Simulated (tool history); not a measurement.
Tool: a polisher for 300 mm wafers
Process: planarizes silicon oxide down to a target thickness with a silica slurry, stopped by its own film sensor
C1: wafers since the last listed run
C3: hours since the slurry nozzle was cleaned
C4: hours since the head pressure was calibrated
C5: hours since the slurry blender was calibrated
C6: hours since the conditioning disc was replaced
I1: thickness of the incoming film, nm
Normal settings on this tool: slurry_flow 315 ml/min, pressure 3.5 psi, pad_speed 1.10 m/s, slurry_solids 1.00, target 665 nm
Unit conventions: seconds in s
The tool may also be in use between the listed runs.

{"run": 1, "hour": 0.0, "slurry_flow": 315, "pressure": 3.5, "pad_speed": 1.1, "slurry_solids": 1.0, "target": 665, "C1": 0, "wafers polished on this pad": 1775, "C3": 535.6, "C4": 489.4, "C5": 108.6, "C6": 0.5, "I1": 878.4, "seconds": 91.7}
{"run": 2, "hour": 33.1, "slurry_flow": 315, "pressure": 3.5, "pad_speed": 1.1, "slurry_solids": 1.0, "target": 665, "C1": 433, "wafers polished on this pad": 2209, "C3": 568.7, "C4": 522.5, "C5": 141.7, "C6": 33.6, "I1": 883.9, "seconds": 93.0}
{"run": 3, "hour": 70.0, "slurry_flow": 315, "pressure": 2.6, "pad_speed": 1.1, "slurry_solids": 1.0, "target": 665, "C1": 483, "wafers polished on this pad": 2693, "C3": 605.6, "C4": 559.4, "C5": 178.6, "C6": 70.5, "I1": 894.0, "seconds": 120.0}
{"hour": 116.5, "done": "slurry nozzle cleaned"}
{"run": 4, "hour": 124.7, "slurry_flow": 315, "pressure": 2.6, "pad_speed": 1.1, "slurry_solids": 1.0, "target": 665, "C1": 703, "wafers polished on this pad": 3396, "C3": 8.2, "C4": 614.1, "C5": 233.3, "C6": 125.2, "I1": 882.7, "seconds": 112.3}
{"run": 5, "hour": 156.5, "slurry_flow": 315, "pressure": 3.5, "pad_speed": 1.26, "slurry_solids": 1.0, "target": 665, "C1": 416, "wafers polished on this pad": 3813, "C3": 40.0, "C4": 645.9, "C5": 265.1, "C6": 157.0, "I1": 879.8, "seconds": 86.9}
{"run": 6, "hour": 189.8, "slurry_flow": 315, "pressure": 3.5, "pad_speed": 1.26, "slurry_solids": 1.0, "target": 665, "C1": 436, "wafers polished on this pad": 4250, "C3": 73.3, "C4": 679.2, "C5": 298.4, "C6": 190.3, "I1": 868.6, "seconds": 81.4}
{"hour": 194.2, "done": "worn pad replaced by a new one"}
{"run": 7, "hour": 259.0, "slurry_flow": 315, "pressure": 3.5, "pad_speed": 1.1, "slurry_solids": 1.0, "target": 665, "C1": 854, "wafers polished on this pad": 848, "C3": 142.5, "C4": 748.4, "C5": 367.6, "C6": 259.5, "I1": 889.1, "seconds": 104.8}
{"run": 8, "hour": 284.0, "slurry_flow": 390, "pressure": 3.1, "pad_speed": 1.0, "slurry_solids": 0.8, "target": 665, "C1": 327, "wafers polished on this pad": 1176, "C3": 167.5, "C4": 773.4, "C5": 392.6, "C6": 284.5, "I1": 877.8, "seconds": 125.8}
{"hour": 311.2, "done": "conditioning disc replaced and pad reconditioned"}
{"run": 9, "hour": 349.2, "slurry_flow": 315, "pressure": 3.5, "pad_speed": 1.1, "slurry_solids": 1.15, "target": 665, "C1": 828, "wafers polished on this pad": 2004, "C3": 232.7, "C4": 838.6, "C5": 457.8, "C6": 38.0, "I1": 873.2, "seconds": 84.9}
{"hour": 357.8, "done": "slurry blender recalibrated"}
{"run": 10, "hour": 381.1, "slurry_flow": 315, "pressure": 3.5, "pad_speed": 1.1, "slurry_solids": 1.0, "target": 665, "C1": 391, "wafers polished on this pad": 2396, "C3": 264.6, "C4": 870.5, "C5": 23.3, "C6": 69.9, "I1": 875.6, "seconds": 91.6}
{"run": 11, "hour": 418.3, "slurry_flow": 375, "pressure": 3.5, "pad_speed": 1.1, "slurry_solids": 1.0, "target": 665, "C1": 487, "wafers polished on this pad": 2884, "C3": 301.8, "C4": 907.7, "C5": 60.5, "C6": 107.1, "I1": 885.3, "seconds": 95.7}
{"run": 12, "hour": 456.0, "slurry_flow": 380, "pressure": 3.5, "pad_speed": 1.1, "slurry_solids": 1.3, "target": 665, "C1": 494, "wafers polished on this pad": 3378, "C3": 339.5, "C4": 945.4, "C5": 98.2, "C6": 144.8, "I1": 878.4, "seconds": 81.9}
{"hour": 472.5, "done": "worn pad replaced by a new one"}
{"run": 13, "hour": 522.8, "slurry_flow": 315, "pressure": 2.7, "pad_speed": 1.1, "slurry_solids": 1.2, "target": 665, "C1": 823, "wafers polished on this pad": 659, "C3": 406.3, "C4": 1012.2, "C5": 165.0, "C6": 211.6, "I1": 886.2, "seconds": 107.8}
{"run": 14, "hour": 564.5, "slurry_flow": 315, "pressure": 3.5, "pad_speed": 1.1, "slurry_solids": 1.0, "target": 665, "C1": 546, "wafers polished on this pad": 1206, "C3": 448.0, "C4": 1053.9, "C5": 206.7, "C6": 253.3, "I1": 871.8, "seconds": 97.5}
{"hour": 616.2, "done": "conditioning disc replaced and pad reconditioned"}
{"run": 15, "hour": 618.6, "slurry_flow": 315, "pressure": 3.5, "pad_speed": 1.1, "slurry_solids": 1.0, "target": 665, "C1": 682, "wafers polished on this pad": 1889, "C3": 502.1, "C4": 1108.0, "C5": 260.8, "C6": 2.4, "I1": 866.7, "seconds": 87.2}
{"hour": 653.7, "done": "head pressure recalibrated"}
{"run": 16, "hour": 664.7, "slurry_flow": 315, "pressure": 3.5, "pad_speed": 1.1, "slurry_solids": 0.75, "target": 665, "C1": 577, "wafers polished on this pad": 2467, "C3": 548.2, "C4": 11.0, "C5": 306.9, "C6": 48.5, "I1": 883.0, "seconds": 113.4}
{"hour": 667.6, "done": "slurry nozzle cleaned"}
{"run": 17, "hour": 720.4, "slurry_flow": 315, "pressure": 3.5, "pad_speed": 1.1, "slurry_solids": 1.0, "target": 665, "C1": 716, "wafers polished on this pad": 3184, "C3": 52.8, "C4": 66.7, "C5": 362.6, "C6": 104.2, "I1": 887.4, "seconds": 98.1}
{"hour": 764.3, "done": "worn pad replaced by a new one"}
{"hour": 810.1, "done": "slurry blender recalibrated"}
{"run": 18, "hour": 895.3, "slurry_flow": 220, "pressure": 4.0, "pad_speed": 1.28, "slurry_solids": 0.85, "target": 665, "C1": 2213, "wafers polished on this pad": 1690, "C3": 227.7, "C4": 241.6, "C5": 85.2, "C6": 279.1, "I1": 863.8, "seconds": 88.5}
{"run": 19, "hour": 941.6, "slurry_flow": 420, "pressure": 3.5, "pad_speed": 1.4, "slurry_solids": 0.75, "target": 665, "C1": 606, "wafers polished on this pad": 2297, "C3": 274.0, "C4": 287.9, "C5": 131.5, "C6": 325.4, "I1": 877.7, "seconds": 102.4}
{"hour": 951.9, "done": "conditioning disc replaced and pad reconditioned"}
{"run": 20, "hour": 976.1, "slurry_flow": 315, "pressure": 3.5, "pad_speed": 1.1, "slurry_solids": 1.0, "target": 633, "C1": 425, "wafers polished on this pad": 2723, "C3": 308.5, "C4": 322.4, "C5": 166.0, "C6": 24.2, "I1": 867.5, "seconds": 102.3}
{"run": 21, "hour": 1005.3, "slurry_flow": 315, "pressure": 3.5, "pad_speed": 1.1, "slurry_solids": 1.0, "target": 665, "C1": 382, "wafers polished on this pad": 3106, "C3": 337.7, "C4": 351.6, "C5": 195.2, "C6": 53.4, "I1": 887.6, "seconds": 99.5}
{"run": 22, "hour": 1041.8, "slurry_flow": 315, "pressure": 3.2, "pad_speed": 0.74, "slurry_solids": 1.0, "target": 633, "C1": 478, "wafers polished on this pad": 3584, "C3": 374.2, "C4": 388.1, "C5": 231.7, "C6": 89.9, "I1": 893.6, "seconds": 168.4}
{"run": 23, "hour": 1066.8, "slurry_flow": 315, "pressure": 3.5, "pad_speed": 1.1, "slurry_solids": 1.0, "target": 665, "C1": 327, "wafers polished on this pad": 3912, "C3": 399.2, "C4": 413.1, "C5": 256.7, "C6": 114.9, "I1": 883.8, "seconds": 99.0}
{"hour": 1080.4, "done": "worn pad replaced by a new one"}
{"run": 24, "hour": 1093.6, "slurry_flow": 315, "pressure": 3.5, "pad_speed": 1.1, "slurry_solids": 1.2, "target": 604, "C1": 298, "wafers polished on this pad": 172, "C3": 426.0, "C4": 439.9, "C5": 283.5, "C6": 141.7, "I1": 880.6, "seconds": 115.1}
{"run": 25, "hour": 1128.0, "slurry_flow": 315, "pressure": 3.5, "pad_speed": 1.1, "slurry_solids": 1.0, "target": 665, "C1": 450, "wafers polished on this pad": 623, "C3": 460.4, "C4": 474.3, "C5": 317.9, "C6": 176.1, "I1": 883.4, "seconds": 98.7}

4 options for the next run, each taken on its own from the tool as it stands now. Forecast them:
{"run": "A", "hour": 1128.4, "slurry_flow": 315, "pressure": 4.3, "pad_speed": 1.1, "slurry_solids": 1.0, "target": 665, "C1": 5, "wafers polished on this pad": 628, "C3": 460.8, "C4": 474.7, "C5": 318.3, "C6": 176.5, "I1": 870.8, "seconds": "?"}
{"run": "B", "hour": 1128.4, "slurry_flow": 315, "pressure": 3.5, "pad_speed": 1.1, "slurry_solids": 0.8, "target": 665, "C1": 5, "wafers polished on this pad": 628, "C3": 460.8, "C4": 474.7, "C5": 318.3, "C6": 176.5, "I1": 870.8, "seconds": "?"}
{"run": "C", "hour": 1128.4, "slurry_flow": 315, "pressure": 3.5, "pad_speed": 1.42, "slurry_solids": 1.0, "target": 665, "C1": 5, "wafers polished on this pad": 628, "C3": 460.8, "C4": 474.7, "C5": 318.3, "C6": 176.5, "I1": 870.8, "seconds": "?"}
{"run": "D", "hour": 1128.4, "slurry_flow": 210, "pressure": 3.5, "pad_speed": 1.1, "slurry_solids": 1.0, "target": 665, "C1": 5, "wafers polished on this pad": 628, "C3": 460.8, "C4": 474.7, "C5": 318.3, "C6": 176.5, "I1": 870.8, "seconds": "?"}

run=A seconds=81.5
run=B seconds=105.0
run=C seconds=76.6
run=D seconds=97.2
With the hidden condition removed and each run's random variation left untouched, the same runs would have given:
run=A seconds=75.9
run=B seconds=98.5
run=C seconds=70.8
run=D seconds=91.2
